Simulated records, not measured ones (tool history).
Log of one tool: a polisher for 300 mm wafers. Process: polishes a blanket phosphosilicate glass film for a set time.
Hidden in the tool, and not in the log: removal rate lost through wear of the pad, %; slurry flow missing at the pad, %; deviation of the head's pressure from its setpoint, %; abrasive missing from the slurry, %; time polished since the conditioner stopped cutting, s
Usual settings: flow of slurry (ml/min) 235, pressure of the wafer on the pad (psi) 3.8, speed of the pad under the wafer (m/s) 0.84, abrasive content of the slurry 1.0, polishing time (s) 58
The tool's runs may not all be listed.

| run | hour | flow of slurry (ml/min) | pressure of the wafer on the pad (psi) | speed of the pad under the wafer (m/s) | abrasive content of the slurry | polishing time (s) | wafers since the last listed run | wafers polished on this pad | hours since the slurry nozzle was cleaned | hours since the head pressure was calibrated | hours since the slurry blender was calibrated | hours since the conditioning disc was replaced | incoming thickness of the incoming film, nm | film removed (nm) |
|---|---|---|---|---|---|---|---|---|---|---|---|---|---|---|
| 1 | 0.0 | 235 | 4.2 | 0.70 | 1.2 | 45 | 0 | 2490 | 421.7 | 1399.0 | 557.0 | 202.6 | 4462.9 | 303.3 |
| 2 | 25.9 | 235 | 3.2 | 0.94 | 1.0 | 58 | 245 | 2735 | 447.6 | 1424.9 | 582.9 | 228.5 | 4505.0 | 375.5 |
|  | 48.8 | slurry blender recalibrated |
| 3 | 94.4 | 270 | 3.4 | 0.84 | 0.8 | 58 | 629 | 3365 | 516.1 | 1493.4 | 45.6 | 297.0 | 4596.2 | 374.6 |
| 4 | 126.2 | 235 | 2.8 | 0.72 | 1.0 | 42 | 301 | 3666 | 547.9 | 1525.2 | 77.4 | 328.8 | 4533.7 | 233.6 |
|  | 169.4 | head pressure recalibrated |
| 5 | 197.9 | 235 | 3.8 | 0.84 | 1.0 | 58 | 660 | 4326 | 619.6 | 28.5 | 149.1 | 400.5 | 4487.0 | 438.6 |
| 6 | 232.2 | 275 | 3.8 | 0.84 | 1.0 | 58 | 324 | 4651 | 653.9 | 62.8 | 183.4 | 434.8 | 4465.1 | 447.2 |
|  | 255.1 | slurry nozzle cleaned |
| 7 | 291.9 | 235 | 3.8 | 1.06 | 1.0 | 75 | 555 | 5207 | 36.8 | 122.5 | 243.1 | 494.5 | 4544.1 | 680.4 |
|  | 325.8 | worn pad replaced by a new one |
|  | 326.2 | conditioning disc replaced and pad reconditioned |
| 8 | 362.3 | 235 | 3.8 | 0.84 | 1.0 | 58 | 624 | 341 | 107.2 | 192.9 | 313.5 | 36.1 | 4476.8 | 425.4 |
| 9 | 418.6 | 235 | 3.8 | 0.84 | 1.0 | 43 | 533 | 875 | 163.5 | 249.2 | 369.8 | 92.4 | 4510.4 | 313.7 |
| 10 | 459.9 | 235 | 3.8 | 0.84 | 1.0 | 58 | 391 | 1266 | 204.8 | 290.5 | 411.1 | 133.7 | 4485.9 | 423.9 |
| 11 | 525.2 | 200 | 3.8 | 0.68 | 1.0 | 58 | 618 | 1884 | 270.1 | 355.8 | 476.4 | 199.0 | 4522.8 | 343.9 |
| 12 | 549.4 | 235 | 3.8 | 0.84 | 1.0 | 58 | 229 | 2113 | 294.3 | 380.0 | 500.6 | 223.2 | 4508.0 | 410.3 |

Run 13 comes next. What will it give?
|  | 568.3 | slurry blender recalibrated |
| 13 | 604.5 | 195 | 4.7 | 0.84 | 1.3 | 50 | 502 | 2616 | 349.4 | 435.1 | 36.2 | 278.3 | 4469.3 | ? |

{"run 13": {"film removed (nm)": 485.7}}
Without the tool's hidden state the same run would have given film removed (nm) 487.2.
